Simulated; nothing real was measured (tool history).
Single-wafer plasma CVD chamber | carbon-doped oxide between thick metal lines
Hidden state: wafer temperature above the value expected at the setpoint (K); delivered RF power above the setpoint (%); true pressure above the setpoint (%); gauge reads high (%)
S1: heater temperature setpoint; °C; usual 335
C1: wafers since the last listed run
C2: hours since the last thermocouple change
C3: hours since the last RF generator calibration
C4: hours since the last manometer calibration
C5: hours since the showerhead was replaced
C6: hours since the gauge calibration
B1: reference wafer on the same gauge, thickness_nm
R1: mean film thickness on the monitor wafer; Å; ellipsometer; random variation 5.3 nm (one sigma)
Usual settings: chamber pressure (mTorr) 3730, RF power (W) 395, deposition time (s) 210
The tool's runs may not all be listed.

{"run": 1, "hour": 0.0, "S1": 335, "chamber pressure (mTorr)": 3730, "RF power (W)": 395, "deposition time (s)": 210, "C1": 0, "C2": 753.8, "C3": 616.3, "C4": 1541, "C5": 2796.2, "C6": 356.6, "B1": 927.973, "R1": 8172.4}
{"run": 2, "hour": 8.6, "S1": 335, "chamber pressure (mTorr)": 3730, "RF power (W)": 395, "deposition time (s)": 210, "C1": 47, "C2": 762.4, "C3": 624.9, "C4": 1549.6, "C5": 2804.8, "C6": 365.2, "B1": 927.301, "R1": 8175.12}
{"run": 3, "hour": 22.9, "S1": 347, "chamber pressure (mTorr)": 3730, "RF power (W)": 395, "deposition time (s)": 210, "C1": 79, "C2": 776.7, "C3": 639.2, "C4": 1563.9, "C5": 2819.1, "C6": 379.5, "B1": 927.106, "R1": 7907.31}
{"run": 4, "hour": 37.1, "S1": 347, "chamber pressure (mTorr)": 3730, "RF power (W)": 395, "deposition time (s)": 210, "C1": 79, "C2": 790.9, "C3": 653.4, "C4": 1578.1, "C5": 2833.3, "C6": 393.7, "B1": 929.942, "R1": 7956.71}
{"run": 5, "hour": 52.2, "S1": 347, "chamber pressure (mTorr)": 3730, "RF power (W)": 395, "deposition time (s)": 210, "C1": 84, "C2": 806, "C3": 668.5, "C4": 1593.2, "C5": 2848.4, "C6": 408.8, "B1": 928.9, "R1": 8022.69}
{"run": 6, "hour": 63.4, "S1": 335, "chamber pressure (mTorr)": 3730, "RF power (W)": 395, "deposition time (s)": 210, "C1": 62, "C2": 817.2, "C3": 679.7, "C4": 1604.4, "C5": 2859.6, "C6": 420, "B1": 930.305, "R1": 8235.86}
{"hour": 80.6, "done": "showerhead replaced"}
{"run": 7, "hour": 81.1, "S1": 335, "chamber pressure (mTorr)": 3730, "RF power (W)": 395, "deposition time (s)": 210, "C1": 54, "C2": 834.9, "C3": 697.4, "C4": 1622.1, "C5": 0.5, "C6": 437.7, "B1": 932.088, "R1": 8225.66}
{"run": 8, "hour": 81.7, "S1": 335, "chamber pressure (mTorr)": 3730, "RF power (W)": 395, "deposition time (s)": 210, "C1": 3, "C2": 835.5, "C3": 698, "C4": 1622.7, "C5": 1.1, "C6": 438.3, "B1": 934.092, "R1": 8159.51}
{"run": 9, "hour": 90.5, "S1": 335, "chamber pressure (mTorr)": 3730, "RF power (W)": 395, "deposition time (s)": 210, "C1": 49, "C2": 844.3, "C3": 706.8, "C4": 1631.5, "C5": 9.9, "C6": 447.1, "B1": 930.675, "R1": 8189.35}
{"hour": 98.2, "done": "gauge calibrated"}
{"run": 10, "hour": 105.7, "S1": 335, "chamber pressure (mTorr)": 3730, "RF power (W)": 395, "deposition time (s)": 210, "C1": 84, "C2": 859.5, "C3": 722, "C4": 1646.7, "C5": 25.1, "C6": 7.5, "B1": 931.538, "R1": 8220.51}
{"run": 11, "hour": 123.5, "S1": 335, "chamber pressure (mTorr)": 3730, "RF power (W)": 395, "deposition time (s)": 210, "C1": 99, "C2": 877.3, "C3": 739.8, "C4": 1664.5, "C5": 42.9, "C6": 25.3, "B1": 930.532, "R1": 8298.9}
{"run": 12, "hour": 131.6, "S1": 335, "chamber pressure (mTorr)": 3730, "RF power (W)": 370, "deposition time (s)": 210, "C1": 45, "C2": 885.4, "C3": 747.9, "C4": 1672.6, "C5": 51, "C6": 33.4, "B1": 930.47, "R1": 7701.96}
{"run": 13, "hour": 138.8, "S1": 335, "chamber pressure (mTorr)": 3730, "RF power (W)": 345, "deposition time (s)": 246, "C1": 40, "C2": 892.6, "C3": 755.1, "C4": 1679.8, "C5": 58.2, "C6": 40.6, "B1": 928.397, "R1": 8347.1}
{"run": 14, "hour": 149.5, "S1": 335, "chamber pressure (mTorr)": 3240, "RF power (W)": 355, "deposition time (s)": 210, "C1": 59, "C2": 903.3, "C3": 765.8, "C4": 1690.5, "C5": 68.9, "C6": 51.3, "B1": 929.637, "R1": 7207.94}
{"run": 15, "hour": 165.0, "S1": 335, "chamber pressure (mTorr)": 3730, "RF power (W)": 395, "deposition time (s)": 210, "C1": 86, "C2": 918.8, "C3": 781.3, "C4": 1706, "C5": 84.4, "C6": 66.8, "B1": 929.11, "R1": 8207.33}
{"run": 16, "hour": 176.0, "S1": 349, "chamber pressure (mTorr)": 4280, "RF power (W)": 415, "deposition time (s)": 210, "C1": 61, "C2": 929.8, "C3": 792.3, "C4": 1717, "C5": 95.4, "C6": 77.8, "B1": 929.999, "R1": 8532.97}
{"hour": 186.5, "done": "capacitance manometer re-zeroed and calibrated"}
{"run": 17, "hour": 187.0, "S1": 335, "chamber pressure (mTorr)": 4370, "RF power (W)": 420, "deposition time (s)": 190, "C1": 16, "C2": 940.8, "C3": 803.3, "C4": 0.5, "C5": 106.4, "C6": 88.8, "B1": 928.104, "R1": 8123.16}
{"hour": 198.7, "done": "RF generator calibrated"}
{"run": 18, "hour": 202.2, "S1": 329, "chamber pressure (mTorr)": 4340, "RF power (W)": 395, "deposition time (s)": 191, "C1": 40, "C2": 956, "C3": 3.5, "C4": 15.7, "C5": 121.6, "C6": 104, "B1": 931.804, "R1": 8427.65}
{"hour": 218.4, "done": "thermocouple changed; heater temperature recalibrated"}
{"run": 19, "hour": 220.1, "S1": 346, "chamber pressure (mTorr)": 4150, "RF power (W)": 395, "deposition time (s)": 210, "C1": 55, "C2": 1.7, "C3": 21.4, "C4": 33.6, "C5": 139.5, "C6": 121.9, "B1": 931.475, "R1": 8781.25}
{"run": 20, "hour": 233.0, "S1": 331, "chamber pressure (mTorr)": 4530, "RF power (W)": 395, "deposition time (s)": 238, "C1": 71, "C2": 14.6, "C3": 34.3, "C4": 46.5, "C5": 152.4, "C6": 134.8, "B1": 929.942, "R1": 10295.98}
{"run": 21, "hour": 241.6, "S1": 345, "chamber pressure (mTorr)": 3730, "RF power (W)": 415, "deposition time (s)": 210, "C1": 47, "C2": 23.2, "C3": 42.9, "C4": 55.1, "C5": 161, "C6": 143.4, "B1": 929.788, "R1": 9009.85}
{"run": 22, "hour": 248.1, "S1": 335, "chamber pressure (mTorr)": 3730, "RF power (W)": 395, "deposition time (s)": 210, "C1": 36, "C2": 29.7, "C3": 49.4, "C4": 61.6, "C5": 167.5, "C6": 149.9, "B1": 927.981, "R1": 8778.9}
{"run": 23, "hour": 256.3, "S1": 335, "chamber pressure (mTorr)": 3060, "RF power (W)": 395, "deposition time (s)": 222, "C1": 45, "C2": 37.9, "C3": 57.6, "C4": 69.8, "C5": 175.7, "C6": 158.1, "B1": 927.428, "R1": 8873.05}
{"run": 24, "hour": 271.1, "S1": 335, "chamber pressure (mTorr)": 3730, "RF power (W)": 395, "deposition time (s)": 210, "C1": 82, "C2": 52.7, "C3": 72.4, "C4": 84.6, "C5": 190.5, "C6": 172.9, "B1": 927.361, "R1": 8704.75}
{"run": 25, "hour": 284.5, "S1": 335, "chamber pressure (mTorr)": 4020, "RF power (W)": 395, "deposition time (s)": 199, "C1": 74, "C2": 66.1, "C3": 85.8, "C4": 98, "C5": 203.9, "C6": 186.3, "B1": 928.125, "R1": 8332.31}
{"run": 26, "hour": 295.6, "S1": 335, "chamber pressure (mTorr)": 4520, "RF power (W)": 395, "deposition time (s)": 210, "C1": 61, "C2": 77.2, "C3": 96.9, "C4": 109.1, "C5": 215, "C6": 197.4, "B1": 930.359, "R1": 8917.06}
{"run": 27, "hour": 306.1, "S1": 335, "chamber pressure (mTorr)": 3730, "RF power (W)": 395, "deposition time (s)": 210, "C1": 58, "C2": 87.7, "C3": 107.4, "C4": 119.6, "C5": 225.5, "C6": 207.9, "B1": 930.516, "R1": 8575.31}
{"run": 28, "hour": 319.0, "S1": 335, "chamber pressure (mTorr)": 4100, "RF power (W)": 395, "deposition time (s)": 231, "C1": 71, "C2": 100.6, "C3": 120.3, "C4": 132.5, "C5": 238.4, "C6": 220.8, "B1": 929.849, "R1": 9652.61}

4 ways to go on from here, each from the tool as it stands after run 28. What would each give?
{"run": "A", "hour": 319.5, "S1": 335, "chamber pressure (mTorr)": 3730, "RF power (W)": 395, "deposition time (s)": 187, "C1": 2, "C2": 101.1, "C3": 120.8, "C4": 133, "C5": 238.9, "C6": 221.3, "B1": "?", "R1": "?"}
{"run": "B", "hour": 319.5, "S1": 329, "chamber pressure (mTorr)": 3730, "RF power (W)": 395, "deposition time (s)": 210, "C1": 2, "C2": 101.1, "C3": 120.8, "C4": 133, "C5": 238.9, "C6": 221.3, "B1": "?", "R1": "?"}
{"run": "C", "hour": 319.5, "S1": 339, "chamber pressure (mTorr)": 4580, "RF power (W)": 395, "deposition time (s)": 238, "C1": 2, "C2": 101.1, "C3": 120.8, "C4": 133, "C5": 238.9, "C6": 221.3, "B1": "?", "R1": "?"}
{"run": "D", "hour": 319.5, "S1": 335, "chamber pressure (mTorr)": 4290, "RF power (W)": 420, "deposition time (s)": 210, "C1": 2, "C2": 101.1, "C3": 120.8, "C4": 133, "C5": 238.9, "C6": 221.3, "B1": "?", "R1": "?"}

run=A B1=927.607 R1=7699.5
run=B B1=927.607 R1=8783.19
run=C B1=927.607 R1=10098.23
run=D B1=927.607 R1=9429.83
Without the tool's hidden state the same runs would have given:
run=A R1=7944.47
run=B R1=9062.63
run=C R1=10419.51
run=D R1=9725
